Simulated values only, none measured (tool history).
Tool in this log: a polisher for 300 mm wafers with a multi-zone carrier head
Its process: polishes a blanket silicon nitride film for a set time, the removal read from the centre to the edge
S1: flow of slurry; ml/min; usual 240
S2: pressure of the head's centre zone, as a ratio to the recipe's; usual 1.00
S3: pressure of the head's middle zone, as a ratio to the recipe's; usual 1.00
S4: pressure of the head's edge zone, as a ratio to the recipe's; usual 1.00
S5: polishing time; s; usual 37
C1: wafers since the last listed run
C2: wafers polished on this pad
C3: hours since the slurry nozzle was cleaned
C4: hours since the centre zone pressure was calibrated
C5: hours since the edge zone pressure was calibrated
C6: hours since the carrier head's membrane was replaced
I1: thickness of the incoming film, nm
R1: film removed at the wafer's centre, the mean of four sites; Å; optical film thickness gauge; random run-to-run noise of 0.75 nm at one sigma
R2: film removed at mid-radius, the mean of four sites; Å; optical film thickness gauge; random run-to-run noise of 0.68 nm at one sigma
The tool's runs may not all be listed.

run,hour,S1,S2,S3,S4,S5,C1,C2,C3,C4,C5,C6,I1,R1,R2
1,0.0,240,1.00,1.00,1.00,37,0,4404,585.5,186.4,310.7,599.1,505.1,506,488
# hour 21.8: worn pad replaced by a new one
# hour 53.4: slurry nozzle cleaned
# hour 71.3: carrier head's membrane replaced by a new one
2,73.0,240,1.00,1.00,1.00,37,769,551,19.6,259.4,383.7,1.7,504.1,513,503
3,158.9,240,1.00,1.00,1.06,37,1048,1600,105.5,345.3,469.6,87.6,509.0,513,500
4,200.8,240,1.00,1.00,1.06,37,511,2111,147.4,387.2,511.5,129.5,509.2,510,484
5,253.2,240,1.00,1.00,1.06,37,639,2751,199.8,439.6,563.9,181.9,506.5,507,508
6,308.7,240,1.00,1.00,1.00,43,677,3429,255.3,495.1,619.4,237.4,518.7,600,571
7,366.9,295,1.00,1.00,1.00,37,710,4139,313.5,553.3,677.6,295.6,513.6,529,506
8,429.5,240,1.00,1.00,1.00,37,764,4903,376.1,615.9,740.2,358.2,511.3,528,496
# hour 437.7: worn pad replaced by a new one
9,470.8,240,1.00,0.89,0.96,37,455,403,417.4,657.2,781.5,399.5,507.8,500,462
10,553.3,240,1.00,1.00,1.00,37,1007,1410,499.9,739.7,864.0,482.0,512.4,508,484
11,590.0,240,1.00,1.00,1.00,37,448,1859,536.6,776.4,900.7,518.7,517.3,506,497
# hour 643.5: centre zone pressure recalibrated
12,704.2,240,1.00,1.00,1.00,37,1369,3228,650.8,60.7,1014.9,632.9,503.3,511,481
# hour 776.5: slurry nozzle cleaned
13,779.0,275,1.00,1.00,1.00,37,901,4129,2.5,135.5,1089.7,707.7,504.0,524,503
# hour 823.6: worn pad replaced by a new one
14,830.4,240,1.00,1.00,1.04,37,578,82,53.9,186.9,1141.1,759.1,512.4,505,491
# hour 856.8: edge zone pressure recalibrated
# hour 879.4: carrier head's membrane replaced by a new one
15,901.8,240,1.11,0.93,1.00,37,786,869,125.3,258.3,45.0,22.4,512.0,554,462
16,959.3,240,1.00,1.00,1.00,37,702,1571,182.8,315.8,102.5,79.9,510.7,513,488
17,1010.5,310,1.11,1.00,1.00,37,625,2196,234.0,367.0,153.7,131.1,510.1,589,509
18,1114.2,275,1.12,0.88,1.08,37,1266,3462,337.7,470.7,257.4,234.8,507.1,586,461
19,1193.6,240,1.07,1.00,1.00,37,969,4431,417.1,550.1,336.8,314.2,506.0,546,498
# hour 1245.4: worn pad replaced by a new one
20,1276.8,275,1.00,1.04,1.06,37,966,383,500.3,633.3,420.0,397.4,514.3,512,525
21,1333.7,240,1.00,1.00,1.00,37,694,1078,557.2,690.2,476.9,454.3,505.1,507,500

Hidden state at the last listed run before each entry between runs and at the first one after, where it differs:
Between runs 1 and 2: worn pad replaced by a new one (hour 21.8); slurry nozzle cleaned (hour 53.4); carrier head's membrane replaced by a new one (hour 71.3)
  the hidden state is the same at both runs
Between runs 8 and 9: worn pad replaced by a new one (hour 437.7)
  the hidden state is the same at both runs
Between runs 11 and 12: centre zone pressure recalibrated (hour 643.5)
  the hidden state is the same at both runs
Between runs 12 and 13: slurry nozzle cleaned (hour 776.5)
  the hidden state is the same at both runs
Between runs 13 and 14: worn pad replaced by a new one (hour 823.6)
  the hidden state is the same at both runs
Between runs 14 and 15: edge zone pressure recalibrated (hour 856.8); carrier head's membrane replaced by a new one (hour 879.4)
  the hidden state is the same at both runs
Between runs 19 and 20: worn pad replaced by a new one (hour 1245.4)
  the hidden state is the same at both runs
